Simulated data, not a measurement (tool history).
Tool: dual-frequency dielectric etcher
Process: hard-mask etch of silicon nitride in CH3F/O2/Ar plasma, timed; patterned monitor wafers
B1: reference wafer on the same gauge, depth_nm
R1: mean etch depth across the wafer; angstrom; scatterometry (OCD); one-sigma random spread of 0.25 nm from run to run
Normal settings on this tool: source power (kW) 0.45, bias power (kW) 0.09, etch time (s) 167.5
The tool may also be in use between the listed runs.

Run 1, hour 0: usual settings; B1 172.9. Result: R1 1490 angstrom.
At hour 95.2: wet clean of the chamber.
Run 2, hour 95.7: usual settings; B1 173. Result: R1 1514 angstrom.
Run 3, hour 127.4: usual settings but bias power (kW) 0.079; B1 173.1. Result: R1 1447 angstrom.
Run 4, hour 164.3: usual settings but bias power (kW) 0.079; B1 173.1. Result: R1 1444 angstrom.
Run 5, hour 267.4: usual settings but bias power (kW) 0.079; B1 173. Result: R1 1431 angstrom.
Run 6, hour 354: usual settings; B1 173.1. Result: R1 1491 angstrom.
Run 7, hour 409.4: usual settings; B1 173. Result: R1 1489 angstrom.
Run 8, hour 447.3: usual settings; B1 173. Result: R1 1485 angstrom.
Run 9, hour 523.1: usual settings; B1 173. Result: R1 1481 angstrom.
At hour 571.4: wet clean of the chamber.
Run 10, hour 571.9: usual settings; B1 173. Result: R1 1506 angstrom.
Run 11, hour 669.9: usual settings but source power (kW) 0.34, etch time (s) 149; B1 173. Result: R1 1216 angstrom.
At hour 712.1: source power generator calibrated.
Run 12, hour 733.1: usual settings; B1 173. Result: R1 1512 angstrom.
At hour 863.6: gauge calibrated.
Run 13, hour 874.5: usual settings but bias power (kW) 0.1, etch time (s) 142; B1 173.1. Result: R1 1321 angstrom.
Run 14, hour 981: usual settings but bias power (kW) 0.078; B1 173. Result: R1 1423 angstrom.
At hour 987.2: bias power generator calibrated.
At hour 1054.4: wet clean of the chamber.
Run 15, hour 1054.9: usual settings but source power (kW) 0.37, etch time (s) 151.5; B1 173. Result: R1 1297 angstrom.
Run 16, hour 1110.3: usual settings but source power (kW) 0.5, bias power (kW) 0.082; B1 172.9. Result: R1 1530 angstrom.
At hour 1170.8: upper electrode replaced.
Run 17, hour 1249.4: usual settings; B1 172.9. Result: R1 1515 angstrom.
Run 18, hour 1346.3: usual settings; B1 173. Result: R1 1509 angstrom.
Run 19, hour 1398.2: usual settings; B1 173.1. Result: R1 1505 angstrom.
Run 20, hour 1478.2: usual settings but etch time (s) 185; B1 173. Result: R1 1659 angstrom.
At hour 1518: wet clean of the chamber.
Run 21, hour 1541.7: usual settings but bias power (kW) 0.106; B1 173. Result: R1 1611 angstrom.

Some steps in R1, run to run, broken into two amounts with sign: the step expected even without the hidden condition (settings, incoming material, random variation), and the rest, left for the hidden condition together with whatever gauge scatter is not in both the measured and the hidden-condition-free result:
What the log doesn't record here: etch rate over this chamber's usual, %; source power that arrives over what is set, %; bias power that arrives over what is set, %; gauge reads high (%).
Run 9 -> 10: wet clean of the chamber. R1 +25 angstrom: hidden state +26, all else -1.
Run 10 -> 11: source power (kW) 0.45 -> 0.34, etch time (s) 167.5 -> 149. R1 -290 angstrom: hidden state -2, all else -288.
Run 11 -> 12: source power (kW) 0.34 -> 0.45, etch time (s) 149 -> 167.5, source power generator calibrated. R1 +296 angstrom: hidden state +9, all else +287.
Run 14 -> 15: source power (kW) 0.45 -> 0.37, bias power (kW) 0.078 -> 0.09, etch time (s) 167.5 -> 151.5, bias power generator calibrated, wet clean of the chamber. R1 -126 angstrom: hidden state +31, all else -157.
